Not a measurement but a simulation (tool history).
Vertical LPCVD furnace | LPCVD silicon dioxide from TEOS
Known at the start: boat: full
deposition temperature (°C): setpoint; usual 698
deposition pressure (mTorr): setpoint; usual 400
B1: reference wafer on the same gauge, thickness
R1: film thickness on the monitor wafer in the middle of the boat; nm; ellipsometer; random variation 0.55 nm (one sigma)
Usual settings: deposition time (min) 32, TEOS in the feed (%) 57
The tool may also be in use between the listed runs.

run 1 day=0 | deposition_temperature_(°C)=698 deposition_pressure_(mTorr)=400 deposition_time_(min)=32 TEOS_in_the_feed_(%)=57 | B1=186.89 | R1=231.29
run 2 day=1.246 | deposition_temperature_(°C)=698 deposition_pressure_(mTorr)=400 deposition_time_(min)=32 TEOS_in_the_feed_(%)=57 | B1=187.13 | R1=231.8
run 3 day=1.571 | deposition_temperature_(°C)=698 deposition_pressure_(mTorr)=400 deposition_time_(min)=32 TEOS_in_the_feed_(%)=57 | B1=186.98 | R1=230.69
run 4 day=2.2 | deposition_temperature_(°C)=698 deposition_pressure_(mTorr)=400 deposition_time_(min)=32 TEOS_in_the_feed_(%)=57 | B1=187.05 | R1=229.86
run 5 day=3 | deposition_temperature_(°C)=698 deposition_pressure_(mTorr)=400 deposition_time_(min)=32 TEOS_in_the_feed_(%)=57 | B1=187.01 | R1=231.6
run 6 day=3.75 | deposition_temperature_(°C)=698 deposition_pressure_(mTorr)=400 deposition_time_(min)=32 TEOS_in_the_feed_(%)=57 | B1=187.03 | R1=230.51
run 7 day=4.271 | deposition_temperature_(°C)=698 deposition_pressure_(mTorr)=400 deposition_time_(min)=32 TEOS_in_the_feed_(%)=57 | B1=187.04 | R1=231.79
run 8 day=4.867 | deposition_temperature_(°C)=698 deposition_pressure_(mTorr)=400 deposition_time_(min)=32 TEOS_in_the_feed_(%)=57 | B1=187 | R1=231.08
run 9 day=6.15 | deposition_temperature_(°C)=698 deposition_pressure_(mTorr)=400 deposition_time_(min)=32 TEOS_in_the_feed_(%)=57 | B1=186.8 | R1=231.2
-- day=6.575 gauge calibrated
run 10 day=6.721 | deposition_temperature_(°C)=698 deposition_pressure_(mTorr)=400 deposition_time_(min)=26.5 TEOS_in_the_feed_(%)=66 | B1=186.94 | R1=206.54
run 11 day=7.562 | deposition_temperature_(°C)=698 deposition_pressure_(mTorr)=365 deposition_time_(min)=40.5 TEOS_in_the_feed_(%)=47 | B1=187.04 | R1=254.58
run 12 day=8.396 | deposition_temperature_(°C)=698 deposition_pressure_(mTorr)=485 deposition_time_(min)=27.5 TEOS_in_the_feed_(%)=62 | B1=186.96 | R1=229.22
-- day=10.008 thermocouples replaced and temperature profile calibrated
-- day=11.488 pressure gauge zeroed
-- day=12.454 TEOS flow controller replaced
run 13 day=12.475 | deposition_temperature_(°C)=698 deposition_pressure_(mTorr)=400 deposition_time_(min)=32 TEOS_in_the_feed_(%)=57 | B1=186.99 | R1=209.52
run 14 day=12.696 | deposition_temperature_(°C)=707 deposition_pressure_(mTorr)=500 deposition_time_(min)=20.5 TEOS_in_the_feed_(%)=67 | B1=187.15 | R1=201.1
run 15 day=12.921 | deposition_temperature_(°C)=690 deposition_pressure_(mTorr)=400 deposition_time_(min)=25.5 TEOS_in_the_feed_(%)=64 | B1=186.96 | R1=146.43
run 16 day=13.142 | deposition_temperature_(°C)=698 deposition_pressure_(mTorr)=400 deposition_time_(min)=41 TEOS_in_the_feed_(%)=57 | B1=186.94 | R1=269.05
run 17 day=13.558 | deposition_temperature_(°C)=698 deposition_pressure_(mTorr)=400 deposition_time_(min)=43.5 TEOS_in_the_feed_(%)=57 | B1=187.17 | R1=284.84
run 18 day=14.338 | deposition_temperature_(°C)=698 deposition_pressure_(mTorr)=400 deposition_time_(min)=32 TEOS_in_the_feed_(%)=57 | B1=187.04 | R1=209.23
run 19 day=14.892 | deposition_temperature_(°C)=709 deposition_pressure_(mTorr)=435 deposition_time_(min)=27.5 TEOS_in_the_feed_(%)=57 | B1=186.99 | R1=241.98
run 20 day=15.662 | deposition_temperature_(°C)=698 deposition_pressure_(mTorr)=400 deposition_time_(min)=35.5 TEOS_in_the_feed_(%)=57 | B1=187.21 | R1=233.67

What the log doesn't show, run by run:
true pressure minus gauge reading, mTorr: 0 in every run
deviation of the TEOS flow from its setpoint, %: 0 in every run
gauge reads high (%): 0 in every run
H1: true tube temperature minus thermocouple reading, K
run=1 H1=4.54
run=2 H1=4.59
run=3 H1=4.6
run=4 H1=4.62
run=5 H1=4.65
run=6 H1=4.68
run=7 H1=4.7
run=8 H1=4.72
run=9 H1=4.76
run=10 H1=4.79
run=11 H1=4.82
run=12 H1=4.85
run=13 H1=0.409
run=14 H1=0.417
run=15 H1=0.425
run=16 H1=0.433
run=17 H1=0.448
run=18 H1=0.476
run=19 H1=0.497
run=20 H1=0.524
